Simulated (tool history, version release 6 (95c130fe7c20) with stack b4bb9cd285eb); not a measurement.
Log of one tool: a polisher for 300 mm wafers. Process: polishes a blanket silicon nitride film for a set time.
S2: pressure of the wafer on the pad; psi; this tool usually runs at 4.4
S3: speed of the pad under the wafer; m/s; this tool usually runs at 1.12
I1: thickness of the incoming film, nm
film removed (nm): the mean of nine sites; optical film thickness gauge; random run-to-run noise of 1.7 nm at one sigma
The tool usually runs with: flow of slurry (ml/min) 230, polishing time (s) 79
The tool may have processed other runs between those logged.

Run 1, day 0.000: usual settings; I1 600.5. Result: film removed (nm) 163.5.
At day 0.450: worn pad replaced by a new one.
At day 1.417: head pressure recalibrated.
Run 2, day 3.012: usual settings; I1 613.7. Result: film removed (nm) 165.8.
Run 3, day 7.029: usual settings; I1 604.3. Result: film removed (nm) 165.1.
Run 4, day 10.379: usual settings; I1 603.9. Result: film removed (nm) 164.8.
At day 12.333: slurry nozzle cleaned.
Run 5, day 12.958: usual settings; I1 603.5. Result: film removed (nm) 165.1.
Run 6, day 15.533: usual settings; I1 605.8. Result: film removed (nm) 168.4.
At day 18.362: worn pad replaced by a new one.
Run 7, day 18.383: usual settings; I1 610.6. Result: film removed (nm) 166.6.
Run 8, day 22.817: usual settings; I1 613.9. Result: film removed (nm) 165.2.
Run 9, day 24.862: usual settings; I1 610.1. Result: film removed (nm) 167.7.
At day 27.446: slurry nozzle cleaned.
Run 10, day 28.138: usual settings but S3 0.92 m/s; I1 597.4. Result: film removed (nm) 142.0.
Run 11, day 29.900: usual settings; I1 602.2. Result: film removed (nm) 164.7.
Run 12, day 33.429: usual settings; I1 612.6. Result: film removed (nm) 164.0.
At day 35.421: head pressure recalibrated.
Run 13, day 35.792: usual settings but flow of slurry (ml/min) 175, S2 3.1 psi, S3 0.98 m/s, polishing time (s) 100; I1 617.3. Result: film removed (nm) 135.0.
At day 36.167: worn pad replaced by a new one.
Run 14, day 37.692: usual settings but flow of slurry (ml/min) 300, polishing time (s) 106; I1 608.8. Result: film removed (nm) 230.0.
Run 15, day 41.471: usual settings but S2 3.0 psi, polishing time (s) 52; I1 618.3. Result: film removed (nm) 78.2.
At day 42.917: slurry nozzle cleaned.
Run 16, day 44.312: usual settings but S2 3.4 psi, polishing time (s) 87; I1 597.5. Result: film removed (nm) 147.6.
Run 17, day 48.612: usual settings but flow of slurry (ml/min) 190, S3 1.00 m/s, polishing time (s) 101; I1 611.7. Result: film removed (nm) 186.6.
At day 51.117: worn pad replaced by a new one.
Run 18, day 52.392: usual settings; I1 605.2. Result: film removed (nm) 167.2.
Run 19, day 59.321: usual settings but flow of slurry (ml/min) 290, S3 1.44 m/s; I1 606.0. Result: film removed (nm) 208.4.
At day 61.529: slurry nozzle cleaned.
Run 20, day 62.300: usual settings; I1 609.9. Result: film removed (nm) 165.2.
Run 21, day 63.962: usual settings but S3 0.98 m/s; I1 605.3. Result: film removed (nm) 145.7.
At day 66.067: worn pad replaced by a new one.
Run 22, day 70.929: usual settings but S2 3.3 psi, S3 1.42 m/s, polishing time (s) 107; I1 608.6. Result: film removed (nm) 215.6.
Run 23, day 75.033: usual settings; I1 622.8. Result: film removed (nm) 165.1.
At day 75.475: head pressure recalibrated.
Run 24, day 76.867: usual settings but polishing time (s) 59; I1 608.6. Result: film removed (nm) 123.7.
At day 78.396: slurry nozzle cleaned.
Run 25, day 80.912: usual settings but S3 1.26 m/s; I1 615.2. Result: film removed (nm) 182.7.

Give the tool's hidden conditions for every run:
removal rate lost through wear of the pad, %: 0 across all the runs
slurry flow missing at the pad, %: 0 across all the runs
deviation of the head's pressure from its setpoint, %: 0 across all the runs
